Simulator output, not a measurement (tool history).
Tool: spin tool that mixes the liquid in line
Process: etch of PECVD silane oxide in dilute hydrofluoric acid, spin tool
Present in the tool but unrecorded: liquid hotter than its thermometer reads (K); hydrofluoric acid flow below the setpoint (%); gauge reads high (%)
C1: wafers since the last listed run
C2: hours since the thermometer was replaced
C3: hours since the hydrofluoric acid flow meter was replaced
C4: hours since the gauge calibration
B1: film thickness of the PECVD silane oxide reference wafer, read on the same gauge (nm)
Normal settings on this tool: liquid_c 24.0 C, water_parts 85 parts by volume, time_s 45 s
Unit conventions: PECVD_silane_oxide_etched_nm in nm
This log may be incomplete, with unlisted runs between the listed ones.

run 1 day=0.000 | liquid_c=26.0 water_parts=85 time_s=45 | C1=0 C2=707.4 C3=891.1 C4=483.0 | B1=39.98 | PECVD_silane_oxide_etched_nm=31.48
run 2 day=1.996 | liquid_c=24.0 water_parts=55 time_s=45 | C1=954 C2=755.3 C3=939.0 C4=530.9 | B1=40.01 | PECVD_silane_oxide_etched_nm=46.89
-- day=3.000 thermometer replaced
run 3 day=5.862 | liquid_c=24.0 water_parts=55 time_s=45 | C1=1829 C2=68.7 C3=1031.8 C4=623.7 | B1=39.97 | PECVD_silane_oxide_etched_nm=45.86
-- day=7.508 hydrofluoric acid flow meter replaced
run 4 day=9.679 | liquid_c=24.0 water_parts=55 time_s=45 | C1=1805 C2=160.3 C3=52.1 C4=715.3 | B1=40.00 | PECVD_silane_oxide_etched_nm=45.89
run 5 day=11.758 | liquid_c=24.0 water_parts=85 time_s=45 | C1=994 C2=210.2 C3=102.0 C4=765.2 | B1=39.97 | PECVD_silane_oxide_etched_nm=28.49
run 6 day=13.638 | liquid_c=24.0 water_parts=85 time_s=45 | C1=898 C2=255.3 C3=147.1 C4=810.3 | B1=40.01 | PECVD_silane_oxide_etched_nm=28.34
run 7 day=15.721 | liquid_c=24.0 water_parts=85 time_s=45 | C1=996 C2=305.3 C3=197.1 C4=860.3 | B1=40.01 | PECVD_silane_oxide_etched_nm=28.73
run 8 day=20.062 | liquid_c=24.0 water_parts=85 time_s=30 | C1=2076 C2=409.5 C3=301.3 C4=964.5 | B1=40.00 | PECVD_silane_oxide_etched_nm=19.23
run 9 day=22.012 | liquid_c=24.0 water_parts=85 time_s=30 | C1=932 C2=456.3 C3=348.1 C4=1011.3 | B1=40.02 | PECVD_silane_oxide_etched_nm=19.34
run 10 day=24.538 | liquid_c=24.0 water_parts=85 time_s=30 | C1=1207 C2=516.9 C3=408.7 C4=1071.9 | B1=40.01 | PECVD_silane_oxide_etched_nm=19.38
run 11 day=27.846 | liquid_c=21.0 water_parts=85 time_s=45 | C1=1582 C2=596.3 C3=488.1 C4=1151.3 | B1=39.98 | PECVD_silane_oxide_etched_nm=25.82
run 12 day=31.979 | liquid_c=21.0 water_parts=85 time_s=45 | C1=1977 C2=695.5 C3=587.3 C4=1250.5 | B1=40.00 | PECVD_silane_oxide_etched_nm=25.91
-- day=34.050 gauge calibrated
run 13 day=35.608 | liquid_c=21.0 water_parts=85 time_s=45 | C1=1736 C2=782.6 C3=674.4 C4=37.4 | B1=39.98 | PECVD_silane_oxide_etched_nm=25.62
run 14 day=39.496 | liquid_c=24.0 water_parts=85 time_s=45 | C1=1859 C2=875.9 C3=767.7 C4=130.7 | B1=40.03 | PECVD_silane_oxide_etched_nm=28.99
-- day=39.538 thermometer replaced
-- day=41.104 hydrofluoric acid flow meter replaced
run 15 day=42.108 | liquid_c=24.0 water_parts=85 time_s=60 | C1=1209 C2=61.7 C3=24.1 C4=193.4 | B1=39.98 | PECVD_silane_oxide_etched_nm=37.68
run 16 day=44.138 | liquid_c=27.5 water_parts=95 time_s=60 | C1=970 C2=110.4 C3=72.8 C4=242.1 | B1=40.03 | PECVD_silane_oxide_etched_nm=38.29
run 17 day=48.588 | liquid_c=28.0 water_parts=70 time_s=30 | C1=2128 C2=217.2 C3=179.6 C4=348.9 | B1=39.97 | PECVD_silane_oxide_etched_nm=28.06
run 18 day=50.825 | liquid_c=20.0 water_parts=85 time_s=60 | C1=1070 C2=270.9 C3=233.3 C4=402.6 | B1=39.98 | PECVD_silane_oxide_etched_nm=32.79
run 19 day=52.375 | liquid_c=24.0 water_parts=105 time_s=45 | C1=741 C2=308.1 C3=270.5 C4=439.8 | B1=39.99 | PECVD_silane_oxide_etched_nm=22.75
run 20 day=53.917 | liquid_c=24.0 water_parts=55 time_s=55 | C1=737 C2=345.1 C3=307.5 C4=476.8 | B1=40.02 | PECVD_silane_oxide_etched_nm=56.33
run 21 day=56.146 | liquid_c=21.5 water_parts=85 time_s=45 | C1=1066 C2=398.6 C3=361.0 C4=530.3 | B1=39.97 | PECVD_silane_oxide_etched_nm=26.17
run 22 day=58.625 | liquid_c=24.0 water_parts=85 time_s=45 | C1=1185 C2=458.1 C3=420.5 C4=589.8 | B1=39.98 | PECVD_silane_oxide_etched_nm=28.72
run 23 day=61.658 | liquid_c=24.0 water_parts=70 time_s=45 | C1=1451 C2=530.9 C3=493.3 C4=662.6 | B1=40.01 | PECVD_silane_oxide_etched_nm=35.89
run 24 day=63.371 | liquid_c=19.0 water_parts=65 time_s=55 | C1=819 C2=572.0 C3=534.4 C4=703.7 | B1=40.00 | PECVD_silane_oxide_etched_nm=38.68
run 25 day=67.396 | liquid_c=24.0 water_parts=85 time_s=45 | C1=1925 C2=668.6 C3=631.0 C4=800.3 | B1=40.04 | PECVD_silane_oxide_etched_nm=29.09
run 26 day=70.312 | liquid_c=26.0 water_parts=85 time_s=45 | C1=1395 C2=738.6 C3=701.0 C4=870.3 | B1=40.00 | PECVD_silane_oxide_etched_nm=31.49
run 27 day=74.308 | liquid_c=22.5 water_parts=85 time_s=55 | C1=1911 C2=834.5 C3=796.9 C4=966.2 | B1=39.99 | PECVD_silane_oxide_etched_nm=33.59
-- day=76.021 thermometer replaced
run 28 day=76.929 | liquid_c=24.0 water_parts=70 time_s=30 | C1=1233 C2=21.8 C3=859.8 C4=1029.1 | B1=40.00 | PECVD_silane_oxide_etched_nm=23.42

Branching from run 28: 3 alternative next runs. What would each branch give?
run A day=76.946 | liquid_c=24.0 water_parts=85 time_s=20 | C1=7 C2=22.2 C3=860.2 C4=1029.5 | B1=? | PECVD_silane_oxide_etched_nm=?
run B day=76.946 | liquid_c=25.5 water_parts=55 time_s=70 | C1=7 C2=22.2 C3=860.2 C4=1029.5 | B1=? | PECVD_silane_oxide_etched_nm=?
run C day=76.946 | liquid_c=24.0 water_parts=55 time_s=25 | C1=7 C2=22.2 C3=860.2 C4=1029.5 | B1=? | PECVD_silane_oxide_etched_nm=?

run=A B1=40.01 PECVD_silane_oxide_etched_nm=12.65
run=B B1=40.01 PECVD_silane_oxide_etched_nm=75.58
run=C B1=40.01 PECVD_silane_oxide_etched_nm=25.39
With the hidden condition removed and each run's random variation left untouched, the same runs would have given:
run=A PECVD_silane_oxide_etched_nm=12.61
run=B PECVD_silane_oxide_etched_nm=75.37
run=C PECVD_silane_oxide_etched_nm=25.32
